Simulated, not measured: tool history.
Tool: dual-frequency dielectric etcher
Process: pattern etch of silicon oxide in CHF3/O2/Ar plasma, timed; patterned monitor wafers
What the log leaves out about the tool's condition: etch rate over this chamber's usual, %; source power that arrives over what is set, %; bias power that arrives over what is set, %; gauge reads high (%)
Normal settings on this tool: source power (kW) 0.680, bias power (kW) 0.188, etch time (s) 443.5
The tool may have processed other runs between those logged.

run	hour	source power (kW)	bias power (kW)	etch time (s)	wafers since the last listed run	hours since the last wet clean	hours since the last source power generator calibration	hours since the last bias power generator calibration	hours since the last upper electrode change	hours since the gauge calibration	read-back reference wafer on the same gauge, depth_nm	mean etch depth across the wafer (nm)
1	0.0	0.680	0.188	443.5	0	69.4	1464.0	2570.5	5744.6	2081.5	995.9	1017.6
2	48.0	0.680	0.188	443.5	160	117.4	1512.0	2618.5	5792.6	2129.5	998.4	1030.9
3	99.6	0.680	0.188	443.5	173	169.0	1563.6	2670.1	5844.2	2181.1	1001.4	1045.0
4	133.0	0.680	0.188	443.5	112	202.4	1597.0	2703.5	5877.6	2214.5	1004.0	1029.3
5	159.8	0.680	0.188	443.5	89	229.2	1623.8	2730.3	5904.4	2241.3	1003.1	1035.0
6	192.7	0.680	0.188	443.5	110	262.1	1656.7	2763.2	5937.3	2274.2	1002.5	1044.7
7	395.8	0.680	0.220	443.5	681	465.2	1859.8	2966.3	6140.4	2477.3	1017.3	1103.2
# hour 422.0: wet clean of the chamber
8	443.2	0.620	0.188	443.5	78	21.2	1907.2	3013.7	6187.8	2524.7	1021.9	1011.2
# hour 496.9: gauge calibrated
# hour 602.9: upper electrode replaced
9	636.7	0.680	0.188	480.0	568	214.7	2100.7	3207.2	33.8	139.8	952.1	1077.0
10	685.9	0.680	0.188	443.5	164	263.9	2149.9	3256.4	83.0	189.0	951.3	994.7
11	747.7	0.680	0.188	443.5	207	325.7	2211.7	3318.2	144.8	250.8	953.9	985.0
# hour 798.8: wet clean of the chamber
12	808.4	0.680	0.226	395.5	123	9.6	2272.4	3378.9	205.5	311.5	956.7	949.2
# hour 816.6: source power generator calibrated
13	862.1	0.680	0.188	443.5	166	63.3	45.5	3432.6	259.2	365.2	954.6	975.8
14	904.6	0.680	0.188	540.0	142	105.8	88.0	3475.1	301.7	407.7	955.1	1195.6
# hour 925.5: bias power generator calibrated
15	931.0	0.600	0.188	393.5	75	132.2	114.4	5.5	328.1	434.1	954.5	829.9
16	964.5	0.680	0.188	488.0	112	165.7	147.9	39.0	361.6	467.6	955.4	1069.3
17	1000.2	0.600	0.220	443.5	119	201.4	183.6	74.7	397.3	503.3	955.7	1010.1
18	1036.0	0.830	0.220	353.5	120	237.2	219.4	110.5	433.1	539.1	956.9	905.4
19	1083.5	0.680	0.188	566.5	159	284.7	266.9	158.0	480.6	586.6	954.6	1269.9
20	1129.9	0.600	0.214	532.5	155	331.1	313.3	204.4	527.0	633.0	959.0	1179.5
21	1195.6	0.680	0.188	443.5	220	396.8	379.0	270.1	592.7	698.7	959.1	976.7
# hour 1223.7: wet clean of the chamber
22	1262.2	0.680	0.222	546.5	142	38.5	445.6	336.7	659.3	765.3	959.0	1300.7
23	1303.8	0.680	0.188	443.5	139	80.1	487.2	378.3	700.9	806.9	960.9	990.9
24	1347.5	0.680	0.188	366.5	146	123.8	530.9	422.0	744.6	850.6	959.4	827.5
25	1391.7	0.680	0.188	443.5	148	168.0	575.1	466.2	788.8	894.8	963.3	990.4
26	1454.0	0.680	0.188	517.0	208	230.3	637.4	528.5	851.1	957.1	963.1	1168.4
27	1495.7	0.760	0.217	318.0	139	272.0	679.1	570.2	892.8	998.8	962.9	798.6
28	1539.5	0.680	0.188	443.5	146	315.8	722.9	614.0	936.6	1042.6	965.6	999.4
29	1570.0	0.680	0.188	443.5	102	346.3	753.4	644.5	967.1	1073.1	965.9	995.2

A few steps of mean etch depth across the wafer (nm) between consecutive runs. Split each: what settings, incoming material and random variation would produce without the hidden state, and what is left over for the hidden state, along with gauge scatter present in only one of the two compared results (measured, and without hidden state):
Run 6 -> 7: bias power (kW) 0.188 -> 0.220. mean etch depth across the wafer (nm) +58.5: hidden state +15.7, all else +42.8.
Run 8 -> 9: source power (kW) 0.620 -> 0.680, etch time (s) 443.5 -> 480.0, gauge calibrated, upper electrode replaced. mean etch depth across the wafer (nm) +65.8: hidden state -67.6, all else +133.4.
Run 14 -> 15: source power (kW) 0.680 -> 0.600, etch time (s) 540.0 -> 393.5, bias power generator calibrated. mean etch depth across the wafer (nm) -365.7: hidden state -0.5, all else -365.2.
Run 26 -> 27: source power (kW) 0.680 -> 0.760, bias power (kW) 0.188 -> 0.217, etch time (s) 517.0 -> 318.0. mean etch depth across the wafer (nm) -369.8: hidden state -3.5, all else -366.3.
